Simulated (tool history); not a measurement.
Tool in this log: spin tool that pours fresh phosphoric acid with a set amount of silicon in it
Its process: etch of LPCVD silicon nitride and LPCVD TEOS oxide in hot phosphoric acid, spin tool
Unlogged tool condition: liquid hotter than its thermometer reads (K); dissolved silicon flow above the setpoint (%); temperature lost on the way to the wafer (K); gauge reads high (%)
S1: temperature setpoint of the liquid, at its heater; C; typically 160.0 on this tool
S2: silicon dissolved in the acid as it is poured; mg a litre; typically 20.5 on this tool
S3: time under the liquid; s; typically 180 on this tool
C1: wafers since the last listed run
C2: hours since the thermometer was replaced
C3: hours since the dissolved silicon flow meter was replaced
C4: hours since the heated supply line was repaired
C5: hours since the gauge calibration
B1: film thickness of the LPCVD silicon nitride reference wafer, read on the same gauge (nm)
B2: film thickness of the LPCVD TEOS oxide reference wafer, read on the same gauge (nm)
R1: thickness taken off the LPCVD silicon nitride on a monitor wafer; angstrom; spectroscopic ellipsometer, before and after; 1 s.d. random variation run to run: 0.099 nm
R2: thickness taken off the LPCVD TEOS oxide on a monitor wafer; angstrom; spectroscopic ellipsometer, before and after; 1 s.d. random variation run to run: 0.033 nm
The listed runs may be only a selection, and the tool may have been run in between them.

Run 1, hour 0.0: usual settings; C1 0; C2 1332.1; C3 1298.9; C4 1535.7; C5 301.8; B1 100.00; B2 40.002. Result: R1 138.3 angstrom, R2 4.61 angstrom.
Run 2, hour 25.4: usual settings but S3 250 s; C1 213; C2 1357.5; C3 1324.3; C4 1561.1; C5 327.2; B1 100.00; B2 39.996. Result: R1 194.1 angstrom, R2 6.19 angstrom.
Run 3, hour 62.6: usual settings but S3 250 s; C1 312; C2 1394.7; C3 1361.5; C4 1598.3; C5 364.4; B1 100.00; B2 40.016. Result: R1 191.0 angstrom, R2 6.32 angstrom.
Run 4, hour 125.3: usual settings but S3 250 s; C1 526; C2 1457.4; C3 1424.2; C4 1661.0; C5 427.1; B1 100.00; B2 39.984. Result: R1 189.5 angstrom, R2 5.59 angstrom.
Run 5, hour 180.9: usual settings but S3 110 s; C1 466; C2 1513.0; C3 1479.8; C4 1716.6; C5 482.7; B1 99.99; B2 39.989. Result: R1 85.5 angstrom, R2 2.49 angstrom.
Run 6, hour 238.3: usual settings but S3 110 s; C1 481; C2 1570.4; C3 1537.2; C4 1774.0; C5 540.1; B1 99.99; B2 40.019. Result: R1 85.3 angstrom, R2 2.95 angstrom.
Run 7, hour 272.7: usual settings; C1 288; C2 1604.8; C3 1571.6; C4 1808.4; C5 574.5; B1 100.00; B2 39.994. Result: R1 138.2 angstrom, R2 4.65 angstrom.
Run 8, hour 318.5: usual settings; C1 384; C2 1650.6; C3 1617.4; C4 1854.2; C5 620.3; B1 100.00; B2 40.009. Result: R1 138.9 angstrom, R2 4.18 angstrom.
Run 9, hour 385.0: usual settings but S1 158.5 C, S2 11.5 mg a litre; C1 558; C2 1717.1; C3 1683.9; C4 1920.7; C5 686.8; B1 99.99; B2 39.986. Result: R1 133.7 angstrom, R2 5.89 angstrom.
Run 10, hour 451.1: usual settings but S1 158.5 C, S2 35.5 mg a litre, S3 115 s; C1 554; C2 1783.2; C3 1750.0; C4 1986.8; C5 752.9; B1 99.99; B2 40.001. Result: R1 83.7 angstrom, R2 1.39 angstrom.
Run 11, hour 515.9: usual settings; C1 543; C2 1848.0; C3 1814.8; C4 2051.6; C5 817.7; B1 100.00; B2 39.973. Result: R1 139.1 angstrom, R2 4.80 angstrom.
At hour 531.2: thermometer replaced.
Run 12, hour 560.6: usual settings; C1 366; C2 29.4; C3 1859.5; C4 2096.3; C5 862.4; B1 100.00; B2 39.981. Result: R1 138.3 angstrom, R2 4.48 angstrom.
Run 13, hour 605.9: usual settings but S1 159.0 C, S2 5.0 mg a litre, S3 80 s; C1 380; C2 74.7; C3 1904.8; C4 2141.6; C5 907.7; B1 100.00; B2 40.034. Result: R1 59.1 angstrom, R2 2.59 angstrom.
Run 14, hour 663.5: usual settings but S1 162.5 C, S2 14.0 mg a litre; C1 483; C2 132.3; C3 1962.4; C4 2199.2; C5 965.3; B1 100.00; B2 40.009. Result: R1 151.2 angstrom, R2 6.39 angstrom.
Run 15, hour 689.8: usual settings but S1 161.0 C, S3 210 s; C1 220; C2 158.6; C3 1988.7; C4 2225.5; C5 991.6; B1 99.99; B2 39.972. Result: R1 167.0 angstrom, R2 6.08 angstrom.
At hour 699.4: heated supply line repaired.
Run 16, hour 758.9: usual settings but S1 162.5 C, S3 240 s; C1 571; C2 227.7; C3 2057.8; C4 59.5; C5 1060.7; B1 99.97; B2 39.977. Result: R1 199.5 angstrom, R2 7.40 angstrom.
At hour 904.5: gauge calibrated.
Run 17, hour 928.7: usual settings; C1 1425; C2 397.5; C3 2227.6; C4 229.3; C5 24.2; B1 100.01; B2 39.988. Result: R1 139.3 angstrom, R2 4.12 angstrom.
Run 18, hour 952.9: usual settings but S2 11.0 mg a litre, S3 100 s; C1 203; C2 421.7; C3 2251.8; C4 253.5; C5 48.4; B1 100.00; B2 39.976. Result: R1 77.4 angstrom, R2 2.90 angstrom.
At hour 976.5: dissolved silicon flow meter replaced.
Run 19, hour 1009.1: usual settings; C1 463; C2 477.9; C3 32.6; C4 309.7; C5 104.6; B1 99.99; B2 39.998. Result: R1 138.1 angstrom, R2 4.91 angstrom.
Run 20, hour 1218.6: usual settings but S1 162.0 C; C1 1758; C2 687.4; C3 242.1; C4 519.2; C5 314.1; B1 99.99; B2 40.008. Result: R1 148.4 angstrom, R2 5.76 angstrom.
Run 21, hour 1259.1: usual settings but S1 161.5 C, S2 34.5 mg a litre; C1 339; C2 727.9; C3 282.6; C4 559.7; C5 354.6; B1 100.00; B2 39.994. Result: R1 146.2 angstrom, R2 2.79 angstrom.
Run 22, hour 1323.8: usual settings but S1 162.5 C, S2 28.5 mg a litre; C1 543; C2 792.6; C3 347.3; C4 624.4; C5 419.3; B1 99.98; B2 40.005. Result: R1 151.7 angstrom, R2 4.32 angstrom.
Run 23, hour 1356.0: usual settings but S1 162.5 C, S2 34.5 mg a litre, S3 100 s; C1 270; C2 824.8; C3 379.5; C4 656.6; C5 451.5; B1 99.99; B2 39.999. Result: R1 83.8 angstrom, R2 2.07 angstrom.

What if the next run were any one of these 3? Each begins from the tool's condition after run 23:
Run A, hour 1356.5: usual settings; C1 4; C2 825.3; C3 380.0; C4 657.1; C5 452.0; B1 ?; B2 ?. Result: R1 ?, R2 ?.
Run B, hour 1356.5: usual settings but S2 35.0 mg a litre; C1 4; C2 825.3; C3 380.0; C4 657.1; C5 452.0; B1 ?; B2 ?. Result: R1 ?, R2 ?.
Run C, hour 1356.5: usual settings but S1 158.5 C, S3 70 s; C1 4; C2 825.3; C3 380.0; C4 657.1; C5 452.0; B1 ?; B2 ?. Result: R1 ?, R2 ?.

run      B1      B2     R1    R2
  A  100.00  40.011  137.8  5.00
  B  100.00  40.011  137.8  2.90
  C  100.00  40.011   51.0  1.74
Take away the tool's hidden state, keep each run's random variation, and the runs would have read:
run     R1    R2
  A  137.8  5.00
  B  137.8  2.90
  C   51.0  1.74
